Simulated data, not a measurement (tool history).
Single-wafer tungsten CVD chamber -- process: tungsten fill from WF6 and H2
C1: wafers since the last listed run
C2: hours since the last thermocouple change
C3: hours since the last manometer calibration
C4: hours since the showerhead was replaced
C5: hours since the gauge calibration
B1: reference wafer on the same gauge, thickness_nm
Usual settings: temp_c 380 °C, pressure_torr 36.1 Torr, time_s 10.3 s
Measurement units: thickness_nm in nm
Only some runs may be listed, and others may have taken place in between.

{"run": 1, "hour": 0.0, "temp_c": 390, "pressure_torr": 40.5, "time_s": 10.3, "C1": 0, "C2": 1727.3, "C3": 851.4, "C4": 4794.4, "C5": 336.3, "B1": 20.291, "thickness_nm": 28.95}
{"run": 2, "hour": 25.3, "temp_c": 380, "pressure_torr": 36.1, "time_s": 10.3, "C1": 727, "C2": 1752.6, "C3": 876.7, "C4": 4819.7, "C5": 361.6, "B1": 20.318, "thickness_nm": 23.601}
{"run": 3, "hour": 83.0, "temp_c": 380, "pressure_torr": 36.1, "time_s": 10.3, "C1": 1658, "C2": 1810.3, "C3": 934.4, "C4": 4877.4, "C5": 419.3, "B1": 20.337, "thickness_nm": 23.512}
{"run": 4, "hour": 116.5, "temp_c": 380, "pressure_torr": 36.1, "time_s": 10.3, "C1": 962, "C2": 1843.8, "C3": 967.9, "C4": 4910.9, "C5": 452.8, "B1": 20.393, "thickness_nm": 23.249}
{"run": 5, "hour": 167.6, "temp_c": 380, "pressure_torr": 36.1, "time_s": 10.3, "C1": 1468, "C2": 1894.9, "C3": 1019.0, "C4": 4962.0, "C5": 503.9, "B1": 20.444, "thickness_nm": 23.385}
{"run": 6, "hour": 235.4, "temp_c": 380, "pressure_torr": 36.1, "time_s": 10.3, "C1": 1948, "C2": 1962.7, "C3": 1086.8, "C4": 5029.8, "C5": 571.7, "B1": 20.528, "thickness_nm": 23.485}
{"run": 7, "hour": 279.7, "temp_c": 380, "pressure_torr": 30.4, "time_s": 10.3, "C1": 1273, "C2": 2007.0, "C3": 1131.1, "C4": 5074.1, "C5": 616.0, "B1": 20.579, "thickness_nm": 22.124}
{"hour": 313.5, "done": "thermocouple changed; heater temperature recalibrated"}
{"hour": 384.0, "done": "showerhead replaced"}
{"hour": 399.5, "done": "gauge calibrated"}
{"run": 8, "hour": 442.3, "temp_c": 380, "pressure_torr": 36.1, "time_s": 10.3, "C1": 4213, "C2": 128.8, "C3": 1293.7, "C4": 58.3, "C5": 42.8, "B1": 20.094, "thickness_nm": 23.103}
{"run": 9, "hour": 485.3, "temp_c": 380, "pressure_torr": 36.1, "time_s": 10.3, "C1": 1235, "C2": 171.8, "C3": 1336.7, "C4": 101.3, "C5": 85.8, "B1": 20.125, "thickness_nm": 23.012}
{"run": 10, "hour": 534.1, "temp_c": 380, "pressure_torr": 36.1, "time_s": 10.3, "C1": 1402, "C2": 220.6, "C3": 1385.5, "C4": 150.1, "C5": 134.6, "B1": 20.164, "thickness_nm": 22.816}
{"run": 11, "hour": 567.5, "temp_c": 380, "pressure_torr": 36.1, "time_s": 10.3, "C1": 959, "C2": 254.0, "C3": 1418.9, "C4": 183.5, "C5": 168.0, "B1": 20.143, "thickness_nm": 22.827}
{"run": 12, "hour": 635.5, "temp_c": 380, "pressure_torr": 36.1, "time_s": 8.7, "C1": 1954, "C2": 322.0, "C3": 1486.9, "C4": 251.5, "C5": 236.0, "B1": 20.16, "thickness_nm": 19.727}
{"run": 13, "hour": 695.3, "temp_c": 380, "pressure_torr": 36.1, "time_s": 10.3, "C1": 1718, "C2": 381.8, "C3": 1546.7, "C4": 311.3, "C5": 295.8, "B1": 20.212, "thickness_nm": 23.168}
{"run": 14, "hour": 734.6, "temp_c": 380, "pressure_torr": 31.1, "time_s": 11.2, "C1": 1129, "C2": 421.1, "C3": 1586.0, "C4": 350.6, "C5": 335.1, "B1": 20.264, "thickness_nm": 23.928}
{"hour": 780.2, "done": "capacitance manometer re-zeroed and calibrated"}
{"run": 15, "hour": 785.3, "temp_c": 380, "pressure_torr": 36.1, "time_s": 8.7, "C1": 1227, "C2": 471.8, "C3": 5.1, "C4": 401.3, "C5": 385.8, "B1": 20.261, "thickness_nm": 19.445}
{"run": 16, "hour": 809.7, "temp_c": 385, "pressure_torr": 29.2, "time_s": 10.3, "C1": 701, "C2": 496.2, "C3": 29.5, "C4": 425.7, "C5": 410.2, "B1": 20.291, "thickness_nm": 23.743}
{"run": 17, "hour": 850.3, "temp_c": 387, "pressure_torr": 30.7, "time_s": 8.6, "C1": 1166, "C2": 536.8, "C3": 70.1, "C4": 466.3, "C5": 450.8, "B1": 20.315, "thickness_nm": 21.039}
{"run": 18, "hour": 889.6, "temp_c": 371, "pressure_torr": 32.9, "time_s": 11.8, "C1": 1129, "C2": 576.1, "C3": 109.4, "C4": 505.6, "C5": 490.1, "B1": 20.356, "thickness_nm": 22.135}
{"run": 19, "hour": 951.1, "temp_c": 380, "pressure_torr": 36.1, "time_s": 11.6, "C1": 1767, "C2": 637.6, "C3": 170.9, "C4": 567.1, "C5": 551.6, "B1": 20.429, "thickness_nm": 26.831}
{"run": 20, "hour": 993.1, "temp_c": 380, "pressure_torr": 44.9, "time_s": 10.3, "C1": 1207, "C2": 679.6, "C3": 212.9, "C4": 609.1, "C5": 593.6, "B1": 20.458, "thickness_nm": 25.602}

Across each entry between runs, compare the hidden state at the last listed run before it with the hidden state at the first listed run after it:
Between runs 7 and 8: thermocouple changed; heater temperature recalibrated (hour 313.5); showerhead replaced (hour 384.0); gauge calibrated (hour 399.5)
  gauge reads high (%): 1.76 -> -0.372
  measured less the result without the state, thickness_nm: +0.384 -> -0.086 nm
Between runs 14 and 15: capacitance manometer re-zeroed and calibrated (hour 780.2)
  gauge reads high (%): 0.185 -> 0.369
  measured less the result without the state, thickness_nm: +0.044 -> +0.072 nm
